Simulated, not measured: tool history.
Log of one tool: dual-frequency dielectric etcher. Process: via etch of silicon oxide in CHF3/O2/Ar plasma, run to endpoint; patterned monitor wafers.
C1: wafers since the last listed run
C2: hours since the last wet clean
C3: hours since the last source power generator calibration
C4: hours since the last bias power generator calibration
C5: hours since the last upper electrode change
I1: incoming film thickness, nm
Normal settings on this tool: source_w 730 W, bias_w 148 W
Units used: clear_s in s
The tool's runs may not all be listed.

run 1 day=0 | source_w=730 bias_w=148 | C1=0 C2=317.8 C3=1790.5 C4=3635 C5=4387.9 | I1=733.8 | clear_s=378.4
run 2 day=1.925 | source_w=730 bias_w=148 | C1=265 C2=364 C3=1836.7 C4=3681.2 C5=4434.1 | I1=737.1 | clear_s=380.6
-- day=5.575 wet clean of the chamber
run 3 day=5.596 | source_w=730 bias_w=148 | C1=368 C2=0.5 C3=1924.8 C4=3769.3 C5=4522.2 | I1=733.3 | clear_s=384.6
run 4 day=6.717 | source_w=730 bias_w=148 | C1=154 C2=27.4 C3=1951.7 C4=3796.2 C5=4549.1 | I1=741.3 | clear_s=388.6
run 5 day=8.354 | source_w=730 bias_w=148 | C1=225 C2=66.7 C3=1991 C4=3835.5 C5=4588.4 | I1=744 | clear_s=388.4
run 6 day=11.296 | source_w=730 bias_w=148 | C1=405 C2=137.3 C3=2061.6 C4=3906.1 C5=4659 | I1=738.4 | clear_s=383.5
run 7 day=12.508 | source_w=730 bias_w=148 | C1=167 C2=166.4 C3=2090.7 C4=3935.2 C5=4688.1 | I1=741.1 | clear_s=388
run 8 day=13.833 | source_w=730 bias_w=148 | C1=182 C2=198.2 C3=2122.5 C4=3967 C5=4719.9 | I1=738.8 | clear_s=383.4
run 9 day=15.888 | source_w=730 bias_w=148 | C1=283 C2=247.5 C3=2171.8 C4=4016.3 C5=4769.2 | I1=735.3 | clear_s=383.3
run 10 day=18.05 | source_w=730 bias_w=176 | C1=297 C2=299.4 C3=2223.7 C4=4068.2 C5=4821.1 | I1=742.2 | clear_s=362.2
run 11 day=20.021 | source_w=730 bias_w=176 | C1=271 C2=346.7 C3=2271 C4=4115.5 C5=4868.4 | I1=744.7 | clear_s=364.6
-- day=21.333 upper electrode replaced
-- day=22.012 wet clean of the chamber
run 12 day=25.838 | source_w=730 bias_w=176 | C1=570 C2=91.8 C3=2410.6 C4=4255.1 C5=108.1 | I1=740.3 | clear_s=366.7
run 13 day=28.371 | source_w=730 bias_w=148 | C1=349 C2=152.6 C3=2471.4 C4=4315.9 C5=168.9 | I1=738.1 | clear_s=389.4
run 14 day=29.708 | source_w=730 bias_w=148 | C1=184 C2=184.7 C3=2503.5 C4=4348 C5=201 | I1=744.1 | clear_s=388.8
run 15 day=31.729 | source_w=730 bias_w=148 | C1=278 C2=233.2 C3=2552 C4=4396.5 C5=249.5 | I1=744.5 | clear_s=390.3
-- day=32.467 source power generator calibrated
run 16 day=34.229 | source_w=730 bias_w=176 | C1=321 C2=293.2 C3=42.3 C4=4456.5 C5=309.5 | I1=737.8 | clear_s=353
run 17 day=36.554 | source_w=550 bias_w=185 | C1=320 C2=349 C3=98.1 C4=4512.3 C5=365.3 | I1=737.6 | clear_s=384.9
-- day=39.862 wet clean of the chamber
run 18 day=39.883 | source_w=730 bias_w=148 | C1=320 C2=0.5 C3=178 C4=4592.2 C5=445.2 | I1=740.3 | clear_s=379.8
run 19 day=41.45 | source_w=680 bias_w=123 | C1=215 C2=38.1 C3=215.6 C4=4629.8 C5=482.8 | I1=739 | clear_s=412.9
run 20 day=42.854 | source_w=590 bias_w=129 | C1=193 C2=71.8 C3=249.3 C4=4663.5 C5=516.5 | I1=742.2 | clear_s=428.3
run 21 day=44.258 | source_w=590 bias_w=133 | C1=193 C2=105.5 C3=283 C4=4697.2 C5=550.2 | I1=735.2 | clear_s=419.4
run 22 day=45.929 | source_w=730 bias_w=148 | C1=230 C2=145.6 C3=323.1 C4=4737.3 C5=590.3 | I1=741.9 | clear_s=377.6
run 23 day=47.025 | source_w=730 bias_w=176 | C1=150 C2=171.9 C3=349.4 C4=4763.6 C5=616.6 | I1=740.2 | clear_s=355.7
run 24 day=48.467 | source_w=730 bias_w=116 | C1=198 C2=206.5 C3=384 C4=4798.2 C5=651.2 | I1=734.5 | clear_s=401.5
run 25 day=50.883 | source_w=730 bias_w=173 | C1=333 C2=264.5 C3=442 C4=4856.2 C5=709.2 | I1=738.4 | clear_s=354.4
-- day=52.346 bias power generator calibrated
-- day=54 wet clean of the chamber
run 26 day=54.021 | source_w=730 bias_w=148 | C1=271 C2=0.5 C3=517.3 C4=40.2 C5=784.5 | I1=742.9 | clear_s=380.3
run 27 day=55.271 | source_w=840 bias_w=148 | C1=172 C2=30.5 C3=547.3 C4=70.2 C5=814.5 | I1=742.8 | clear_s=361
run 28 day=56.612 | source_w=610 bias_w=148 | C1=184 C2=62.7 C3=579.5 C4=102.4 C5=846.7 | I1=741.3 | clear_s=404.2
run 29 day=59.033 | source_w=730 bias_w=148 | C1=333 C2=120.8 C3=637.6 C4=160.5 C5=904.8 | I1=739.1 | clear_s=376.2
run 30 day=60.442 | source_w=730 bias_w=148 | C1=194 C2=154.6 C3=671.4 C4=194.3 C5=938.6 | I1=739.7 | clear_s=375
run 31 day=62.629 | source_w=800 bias_w=174 | C1=301 C2=207.1 C3=723.9 C4=246.8 C5=991.1 | I1=732.9 | clear_s=343.5
run 32 day=64.904 | source_w=730 bias_w=127 | C1=313 C2=261.7 C3=778.5 C4=301.4 C5=1045.7 | I1=742.4 | clear_s=394.6
run 33 day=66.392 | source_w=610 bias_w=162 | C1=204 C2=297.4 C3=814.2 C4=337.1 C5=1081.4 | I1=745 | clear_s=392.1
run 34 day=68.088 | source_w=820 bias_w=124 | C1=233 C2=338.1 C3=854.9 C4=377.8 C5=1122.1 | I1=739.3 | clear_s=377.8

5 options for the next run, each taken on its own from the tool as it stands now. Forecast them:
run A day=68.108 | source_w=730 bias_w=165 | C1=2 C2=338.6 C3=855.4 C4=378.3 C5=1122.6 | I1=743.2 | clear_s=?
run B day=68.108 | source_w=800 bias_w=138 | C1=2 C2=338.6 C3=855.4 C4=378.3 C5=1122.6 | I1=743.2 | clear_s=?
run C day=68.108 | source_w=730 bias_w=114 | C1=2 C2=338.6 C3=855.4 C4=378.3 C5=1122.6 | I1=743.2 | clear_s=?
run D day=68.108 | source_w=610 bias_w=136 | C1=2 C2=338.6 C3=855.4 C4=378.3 C5=1122.6 | I1=743.2 | clear_s=?
run E day=68.108 | source_w=730 bias_w=115 | C1=2 C2=338.6 C3=855.4 C4=378.3 C5=1122.6 | I1=743.2 | clear_s=?

run=A clear_s=361.8
run=B clear_s=370.3
run=C clear_s=406.3
run=D clear_s=411.3
run=E clear_s=405.3
Had the tool no hidden state, the same runs would have come out as:
run=A clear_s=368
run=B clear_s=376.6
run=C clear_s=413.3
run=D clear_s=418.3
run=E clear_s=412.2
